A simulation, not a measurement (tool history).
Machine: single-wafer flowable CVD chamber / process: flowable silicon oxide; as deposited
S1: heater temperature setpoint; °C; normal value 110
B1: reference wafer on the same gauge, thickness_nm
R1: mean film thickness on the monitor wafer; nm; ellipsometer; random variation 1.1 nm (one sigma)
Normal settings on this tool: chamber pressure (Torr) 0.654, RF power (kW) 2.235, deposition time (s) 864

{"run": 1, "day": 0.0, "S1": 110, "chamber pressure (Torr)": 0.654, "RF power (kW)": 2.235, "deposition time (s)": 927, "B1": 266.916, "R1": 298.079}
{"run": 2, "day": 0.558, "S1": 110, "chamber pressure (Torr)": 0.654, "RF power (kW)": 2.235, "deposition time (s)": 864, "B1": 266.434, "R1": 277.078}
{"run": 3, "day": 1.904, "S1": 110, "chamber pressure (Torr)": 0.654, "RF power (kW)": 2.235, "deposition time (s)": 864, "B1": 267.133, "R1": 279.835}
{"run": 4, "day": 3.017, "S1": 110, "chamber pressure (Torr)": 0.654, "RF power (kW)": 2.235, "deposition time (s)": 864, "B1": 267.576, "R1": 277.988}
{"day": 4.688, "done": "capacitance manometer re-zeroed and calibrated"}
{"run": 5, "day": 4.708, "S1": 110, "chamber pressure (Torr)": 0.533, "RF power (kW)": 2.235, "deposition time (s)": 864, "B1": 267.993, "R1": 228.899}
{"run": 6, "day": 5.733, "S1": 110, "chamber pressure (Torr)": 0.533, "RF power (kW)": 2.235, "deposition time (s)": 864, "B1": 268.258, "R1": 228.684}
{"run": 7, "day": 6.992, "S1": 110, "chamber pressure (Torr)": 0.533, "RF power (kW)": 2.235, "deposition time (s)": 864, "B1": 268.63, "R1": 228.207}
{"run": 8, "day": 7.833, "S1": 106, "chamber pressure (Torr)": 0.654, "RF power (kW)": 2.235, "deposition time (s)": 864, "B1": 268.952, "R1": 314.84}
{"run": 9, "day": 8.625, "S1": 110, "chamber pressure (Torr)": 0.781, "RF power (kW)": 2.235, "deposition time (s)": 924, "B1": 268.924, "R1": 358.537}
{"run": 10, "day": 9.275, "S1": 110, "chamber pressure (Torr)": 0.699, "RF power (kW)": 2.235, "deposition time (s)": 932, "B1": 269.725, "R1": 324.813}
{"run": 11, "day": 10.0, "S1": 101, "chamber pressure (Torr)": 0.814, "RF power (kW)": 2.535, "deposition time (s)": 864, "B1": 270.449, "R1": 468.56}
{"run": 12, "day": 11.317, "S1": 110, "chamber pressure (Torr)": 0.654, "RF power (kW)": 2.235, "deposition time (s)": 864, "B1": 270.992, "R1": 283.155}
{"day": 11.912, "done": "thermocouple changed; heater temperature recalibrated"}
{"run": 13, "day": 12.038, "S1": 122, "chamber pressure (Torr)": 0.654, "RF power (kW)": 2.235, "deposition time (s)": 820, "B1": 270.968, "R1": 193.521}
{"run": 14, "day": 12.604, "S1": 110, "chamber pressure (Torr)": 0.654, "RF power (kW)": 2.63, "deposition time (s)": 947, "B1": 271.193, "R1": 319.144}
{"run": 15, "day": 13.833, "S1": 105, "chamber pressure (Torr)": 0.582, "RF power (kW)": 2.235, "deposition time (s)": 795, "B1": 272.53, "R1": 268.039}
{"day": 14.229, "done": "gauge calibrated"}
{"run": 16, "day": 14.879, "S1": 97, "chamber pressure (Torr)": 0.496, "RF power (kW)": 2.235, "deposition time (s)": 952, "B1": 263.877, "R1": 337.489}
{"day": 15.842, "done": "showerhead replaced"}
{"run": 17, "day": 16.296, "S1": 105, "chamber pressure (Torr)": 0.5, "RF power (kW)": 2.095, "deposition time (s)": 864, "B1": 263.953, "R1": 239.053}
{"day": 17.421, "done": "RF generator calibrated"}
{"run": 18, "day": 17.442, "S1": 110, "chamber pressure (Torr)": 0.654, "RF power (kW)": 2.235, "deposition time (s)": 864, "B1": 264.004, "R1": 274.863}
{"run": 19, "day": 18.717, "S1": 115, "chamber pressure (Torr)": 0.597, "RF power (kW)": 1.985, "deposition time (s)": 1037, "B1": 264.49, "R1": 251.655}
{"run": 20, "day": 19.492, "S1": 120, "chamber pressure (Torr)": 0.542, "RF power (kW)": 2.39, "deposition time (s)": 864, "B1": 264.342, "R1": 175.967}
{"run": 21, "day": 20.458, "S1": 123, "chamber pressure (Torr)": 0.774, "RF power (kW)": 2.56, "deposition time (s)": 691, "B1": 264.415, "R1": 190.003}
{"run": 22, "day": 21.321, "S1": 95, "chamber pressure (Torr)": 0.654, "RF power (kW)": 2.235, "deposition time (s)": 864, "B1": 264.433, "R1": 422.616}
{"run": 23, "day": 22.208, "S1": 110, "chamber pressure (Torr)": 0.654, "RF power (kW)": 2.235, "deposition time (s)": 864, "B1": 264.479, "R1": 277.727}
{"run": 24, "day": 22.804, "S1": 110, "chamber pressure (Torr)": 0.507, "RF power (kW)": 2.235, "deposition time (s)": 864, "B1": 264.708, "R1": 214.269}
{"run": 25, "day": 23.85, "S1": 122, "chamber pressure (Torr)": 0.575, "RF power (kW)": 2.01, "deposition time (s)": 1014, "B1": 264.946, "R1": 200.282}
{"run": 26, "day": 28.171, "S1": 110, "chamber pressure (Torr)": 0.724, "RF power (kW)": 2.235, "deposition time (s)": 1036, "B1": 266.076, "R1": 370.29}
{"run": 27, "day": 29.092, "S1": 110, "chamber pressure (Torr)": 0.654, "RF power (kW)": 2.235, "deposition time (s)": 864, "B1": 266.031, "R1": 276.449}

Run-by-run hidden state of the tool:
wafer temperature above the value expected at the setpoint (K): 0 on each run
delivered RF power above the setpoint (%): 0 on each run
true pressure above the setpoint (%): 0 on each run
H1: gauge reads high (%)
run=1 H1=0.954
run=2 H1=1.01
run=3 H1=1.16
run=4 H1=1.3
run=5 H1=1.52
run=6 H1=1.66
run=7 H1=1.85
run=8 H1=1.98
run=9 H1=2.11
run=10 H1=2.22
run=11 H1=2.35
run=12 H1=2.59
run=13 H1=2.73
run=14 H1=2.84
run=15 H1=3.09
run=16 H1=-0.0391
run=17 H1=-0.0246
run=18 H1=-0.00171
run=19 H1=0.0354
run=20 H1=0.0639
run=21 H1=0.106
run=22 H1=0.149
run=23 H1=0.2
run=24 H1=0.237
run=25 H1=0.309
run=26 H1=0.693
run=27 H1=0.793
